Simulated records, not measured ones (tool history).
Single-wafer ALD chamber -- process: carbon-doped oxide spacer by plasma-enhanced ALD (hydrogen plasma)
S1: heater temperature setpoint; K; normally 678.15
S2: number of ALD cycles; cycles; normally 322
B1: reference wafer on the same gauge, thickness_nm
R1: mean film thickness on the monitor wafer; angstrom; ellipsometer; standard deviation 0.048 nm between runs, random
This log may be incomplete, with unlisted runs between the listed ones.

run 1 hour=0 | S1=678.15 S2=322 | B1=16.98 | R1=161.44
run 2 hour=34.4 | S1=678.15 S2=322 | B1=16.991 | R1=161.14
run 3 hour=75.2 | S1=683.15 S2=322 | B1=16.998 | R1=160.67
-- hour=102 thermocouple changed; heater temperature recalibrated
run 4 hour=129.7 | S1=683.15 S2=322 | B1=16.995 | R1=156.17
run 5 hour=182.1 | S1=678.15 S2=322 | B1=16.996 | R1=159.11
run 6 hour=219.5 | S1=678.15 S2=322 | B1=17.001 | R1=159.23
run 7 hour=278.5 | S1=678.15 S2=322 | B1=17.012 | R1=159.48
run 8 hour=327.1 | S1=678.15 S2=322 | B1=16.992 | R1=159.74
run 9 hour=359.5 | S1=678.15 S2=322 | B1=16.997 | R1=159.29
run 10 hour=413.3 | S1=678.15 S2=322 | B1=17.001 | R1=159.35
run 11 hour=462.4 | S1=678.15 S2=322 | B1=17.01 | R1=159.54
run 12 hour=520.1 | S1=678.15 S2=322 | B1=16.999 | R1=159.98
run 13 hour=566.3 | S1=678.15 S2=322 | B1=16.998 | R1=159.91
run 14 hour=635 | S1=682.15 S2=322 | B1=16.992 | R1=158.53
run 15 hour=725.1 | S1=682.15 S2=322 | B1=16.996 | R1=157.76
run 16 hour=763.3 | S1=678.15 S2=322 | B1=17.01 | R1=160.45
run 17 hour=795.4 | S1=678.15 S2=322 | B1=17.008 | R1=159.73
run 18 hour=834.2 | S1=678.15 S2=322 | B1=16.997 | R1=160.49
run 19 hour=902.7 | S1=678.15 S2=322 | B1=16.985 | R1=161.45
run 20 hour=964.9 | S1=678.15 S2=322 | B1=16.997 | R1=161.28
run 21 hour=1125.1 | S1=678.15 S2=322 | B1=17.003 | R1=161.29
run 22 hour=1188 | S1=678.15 S2=322 | B1=17.001 | R1=161.11
run 23 hour=1320.2 | S1=678.15 S2=322 | B1=17.002 | R1=161.57
run 24 hour=1388.2 | S1=688.15 S2=282 | B1=17.003 | R1=137.08
run 25 hour=1427.4 | S1=678.15 S2=322 | B1=17.006 | R1=161.93
run 26 hour=1594.1 | S1=670.15 S2=382 | B1=16.997 | R1=192.38
run 27 hour=1630 | S1=678.15 S2=348 | B1=17.015 | R1=175.07
run 28 hour=1679.4 | S1=683.15 S2=286 | B1=16.997 | R1=141.56
run 29 hour=1709.4 | S1=678.15 S2=322 | B1=16.994 | R1=162.52
run 30 hour=1755.1 | S1=688.15 S2=259 | B1=16.991 | R1=126.71
run 31 hour=1968.5 | S1=678.15 S2=322 | B1=16.999 | R1=161.7
run 32 hour=2021.3 | S1=678.15 S2=297 | B1=16.992 | R1=150.14
-- hour=2034.8 thermocouple changed; heater temperature recalibrated
run 33 hour=2069.3 | S1=687.15 S2=272 | B1=17.008 | R1=130.58
run 34 hour=2125.6 | S1=678.15 S2=322 | B1=17.007 | R1=159.74
-- hour=2151.8 gauge calibrated
run 35 hour=2191.4 | S1=684.15 S2=340 | B1=17.015 | R1=164.55
run 36 hour=2234.5 | S1=673.15 S2=345 | B1=16.995 | R1=173.45
run 37 hour=2284.6 | S1=672.15 S2=345 | B1=17.014 | R1=172.73
run 38 hour=2348.8 | S1=673.15 S2=350 | B1=16.993 | R1=176.17
run 39 hour=2418.7 | S1=678.15 S2=322 | B1=17.002 | R1=160.01
run 40 hour=2464.8 | S1=687.15 S2=299 | B1=16.999 | R1=143.45
run 41 hour=2619.8 | S1=671.15 S2=361 | B1=17.003 | R1=181.1
run 42 hour=2664.7 | S1=690.15 S2=374 | B1=16.995 | R1=179.07
run 43 hour=2703.5 | S1=669.15 S2=379 | B1=16.99 | R1=190.37
run 44 hour=2752.7 | S1=683.15 S2=260 | B1=17.009 | R1=127.26
run 45 hour=2786.9 | S1=672.15 S2=355 | B1=17.003 | R1=177.95

How would selected steps in R1 from run to run divide? Give the signed amount a tool lacking its hidden state would still show from settings, what came in and random variation, and the signed amount left for the hidden state, including any gauge scatter that is not in both of the compared results.
Unlogged tool condition in this case: wafer temperature above the value expected at the setpoint (K); gauge reads high (%).
Run 3 -> 4: thermocouple changed; heater temperature recalibrated. R1 -4.5 angstrom: hidden state -3.85, all else -0.65.
Run 25 -> 26: S1 678.15 -> 670.15, S2 322 -> 382. R1 +30.45 angstrom: hidden state -2.23, all else +32.68.
Run 26 -> 27: S1 670.15 -> 678.15, S2 382 -> 348. R1 -17.31 angstrom: hidden state +2.63, all else -19.94.
Run 40 -> 41: S1 687.15 -> 671.15, S2 299 -> 361. R1 +37.65 angstrom: hidden state -0.7, all else +38.35.
Run 43 -> 44: S1 669.15 -> 683.15, S2 379 -> 260. R1 -63.11 angstrom: hidden state +1.03, all else -64.14.
Run 44 -> 45: S1 683.15 -> 672.15, S2 260 -> 355. R1 +50.69 angstrom: hidden state -1.03, all else +51.72.

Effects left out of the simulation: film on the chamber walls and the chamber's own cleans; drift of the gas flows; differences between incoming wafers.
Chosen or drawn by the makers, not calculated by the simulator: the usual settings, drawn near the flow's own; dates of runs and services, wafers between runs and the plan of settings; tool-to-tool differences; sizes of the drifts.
